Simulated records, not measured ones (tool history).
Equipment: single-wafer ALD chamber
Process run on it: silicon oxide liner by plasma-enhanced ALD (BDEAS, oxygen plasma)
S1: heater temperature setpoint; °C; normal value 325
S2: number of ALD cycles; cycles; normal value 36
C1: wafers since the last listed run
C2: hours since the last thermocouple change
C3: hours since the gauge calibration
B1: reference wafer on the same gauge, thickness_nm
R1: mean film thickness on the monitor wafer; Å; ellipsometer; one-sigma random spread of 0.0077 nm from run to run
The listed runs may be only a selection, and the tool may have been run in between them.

Run 1, hour 0.0: usual settings but S1 333 °C; C1 0; C2 707.3; C3 401.8; B1 2.466. Result: R1 30.00 Å.
Run 2, hour 35.2: usual settings; C1 329; C2 742.5; C3 437.0; B1 2.465. Result: R1 30.34 Å.
Run 3, hour 57.5: usual settings; C1 208; C2 764.8; C3 459.3; B1 2.465. Result: R1 30.40 Å.
Run 4, hour 83.3: usual settings; C1 241; C2 790.6; C3 485.1; B1 2.461. Result: R1 30.26 Å.
Run 5, hour 103.3: usual settings; C1 187; C2 810.6; C3 505.1; B1 2.461. Result: R1 30.47 Å.
Run 6, hour 139.4: usual settings; C1 338; C2 846.7; C3 541.2; B1 2.459. Result: R1 30.35 Å.
At hour 162.8: gauge calibrated.
Run 7, hour 172.0: usual settings; C1 305; C2 879.3; C3 9.2; B1 2.504. Result: R1 30.83 Å.
Run 8, hour 184.2: usual settings but S1 337 °C, S2 38 cycles; C1 114; C2 891.5; C3 21.4; B1 2.503. Result: R1 31.90 Å.
Run 9, hour 209.6: usual settings; C1 237; C2 916.9; C3 46.8; B1 2.501. Result: R1 30.86 Å.
Run 10, hour 245.4: usual settings; C1 335; C2 952.7; C3 82.6; B1 2.500. Result: R1 30.83 Å.
Run 11, hour 279.4: usual settings but S1 314 °C, S2 33 cycles; C1 318; C2 986.7; C3 116.6; B1 2.497. Result: R1 28.56 Å.
Run 12, hour 297.8: usual settings; C1 172; C2 1005.1; C3 135.0; B1 2.496. Result: R1 30.71 Å.
Run 13, hour 319.4: usual settings but S2 39 cycles; C1 202; C2 1026.7; C3 156.6; B1 2.494. Result: R1 33.24 Å.
Run 14, hour 348.2: usual settings but S2 40 cycles; C1 269; C2 1055.5; C3 185.4; B1 2.490. Result: R1 34.14 Å.
Run 15, hour 362.9: usual settings but S2 40 cycles; C1 137; C2 1070.2; C3 200.1; B1 2.492. Result: R1 34.10 Å.
Run 16, hour 397.6: usual settings; C1 324; C2 1104.9; C3 234.8; B1 2.486. Result: R1 30.57 Å.
Run 17, hour 412.8: usual settings; C1 142; C2 1120.1; C3 250.0; B1 2.487. Result: R1 30.65 Å.
Run 18, hour 424.9: usual settings; C1 113; C2 1132.2; C3 262.1; B1 2.487. Result: R1 30.62 Å.
At hour 462.5: thermocouple changed; heater temperature recalibrated.
Run 19, hour 463.0: usual settings; C1 281; C2 0.5; C3 300.2; B1 2.483. Result: R1 30.59 Å.
Run 20, hour 484.1: usual settings; C1 197; C2 21.6; C3 321.3; B1 2.482. Result: R1 30.52 Å.
Run 21, hour 511.1: usual settings; C1 252; C2 48.6; C3 348.3; B1 2.480. Result: R1 30.62 Å.
Run 22, hour 544.2: usual settings but S1 312 °C, S2 42 cycles; C1 309; C2 81.7; C3 381.4; B1 2.478. Result: R1 36.25 Å.
Run 23, hour 565.5: usual settings; C1 199; C2 103.0; C3 402.7; B1 2.476. Result: R1 30.55 Å.
Run 24, hour 601.2: usual settings but S1 315 °C, S2 41 cycles; C1 334; C2 138.7; C3 438.4; B1 2.473. Result: R1 35.22 Å.
Run 25, hour 618.1: usual settings but S1 330 °C; C1 158; C2 155.6; C3 455.3; B1 2.474. Result: R1 30.19 Å.
Run 26, hour 649.4: usual settings; C1 293; C2 186.9; C3 486.6; B1 2.471. Result: R1 30.50 Å.
Run 27, hour 668.8: usual settings; C1 181; C2 206.3; C3 506.0; B1 2.468. Result: R1 30.43 Å.
Run 28, hour 698.0: usual settings but S1 312 °C, S2 42 cycles; C1 273; C2 235.5; C3 535.2; B1 2.468. Result: R1 36.11 Å.
Run 29, hour 731.6: usual settings but S1 340 °C, S2 39 cycles; C1 314; C2 269.1; C3 568.8; B1 2.464. Result: R1 32.17 Å.
Run 30, hour 750.4: usual settings; C1 176; C2 287.9; C3 587.6; B1 2.464. Result: R1 30.40 Å.
At hour 765.6: gauge calibrated.
Run 31, hour 775.4: usual settings but S1 320 °C, S2 42 cycles; C1 234; C2 312.9; C3 9.8; B1 2.499. Result: R1 36.02 Å.
Run 32, hour 808.3: usual settings but S1 334 °C, S2 29 cycles; C1 308; C2 345.8; C3 42.7; B1 2.496. Result: R1 24.47 Å.
Run 33, hour 837.3: usual settings but S1 312 °C, S2 31 cycles; C1 271; C2 374.8; C3 71.7; B1 2.493. Result: R1 27.05 Å.
Run 34, hour 870.0: usual settings but S1 336 °C, S2 34 cycles; C1 306; C2 407.5; C3 104.4; B1 2.492. Result: R1 28.54 Å.
Run 35, hour 896.3: usual settings but S1 334 °C, S2 29 cycles; C1 246; C2 433.8; C3 130.7; B1 2.490. Result: R1 24.48 Å.
Run 36, hour 989.9: usual settings but S1 315 °C, S2 40 cycles; C1 876; C2 527.4; C3 224.3; B1 2.484. Result: R1 34.48 Å.
Run 37, hour 1021.8: usual settings but S1 317 °C, S2 33 cycles; C1 298; C2 559.3; C3 256.2; B1 2.481. Result: R1 28.30 Å.
Run 38, hour 1036.7: usual settings; C1 139; C2 574.2; C3 271.1; B1 2.479. Result: R1 30.66 Å.
Run 39, hour 1051.5: usual settings but S1 321 °C, S2 39 cycles; C1 138; C2 589.0; C3 285.9; B1 2.480. Result: R1 33.20 Å.
Run 40, hour 1080.2: usual settings; C1 268; C2 617.7; C3 314.6; B1 2.476. Result: R1 30.51 Å.
Run 41, hour 1100.7: usual settings but S1 334 °C, S2 31 cycles; C1 191; C2 638.2; C3 335.1; B1 2.476. Result: R1 25.90 Å.
Run 42, hour 1128.0: usual settings but S1 331 °C, S2 33 cycles; C1 255; C2 665.5; C3 362.4; B1 2.473. Result: R1 27.70 Å.
Run 43, hour 1154.9: usual settings but S1 313 °C, S2 40 cycles; C1 251; C2 692.4; C3 389.3; B1 2.473. Result: R1 34.36 Å.

Hidden state at the last listed run before each entry between runs and at the first one after, where it differs:
After run 6, before run 7: gauge calibrated (hour 162.8)
  gauge reads high (%): -1.66 -> 0.159
  the result without the hidden state subtracted from the measured one, R1: -0.52 -> +0.05 Å
After run 18, before run 19: thermocouple changed; heater temperature recalibrated (hour 462.5)
  gauge reads high (%): -0.556 -> -0.663
  the result without the hidden state subtracted from the measured one, R1: -0.17 -> -0.20 Å
After run 30, before run 31: gauge calibrated (hour 765.6)
  gauge reads high (%): -1.48 -> -0.0503
  the result without the hidden state subtracted from the measured one, R1: -0.45 -> -0.02 Å
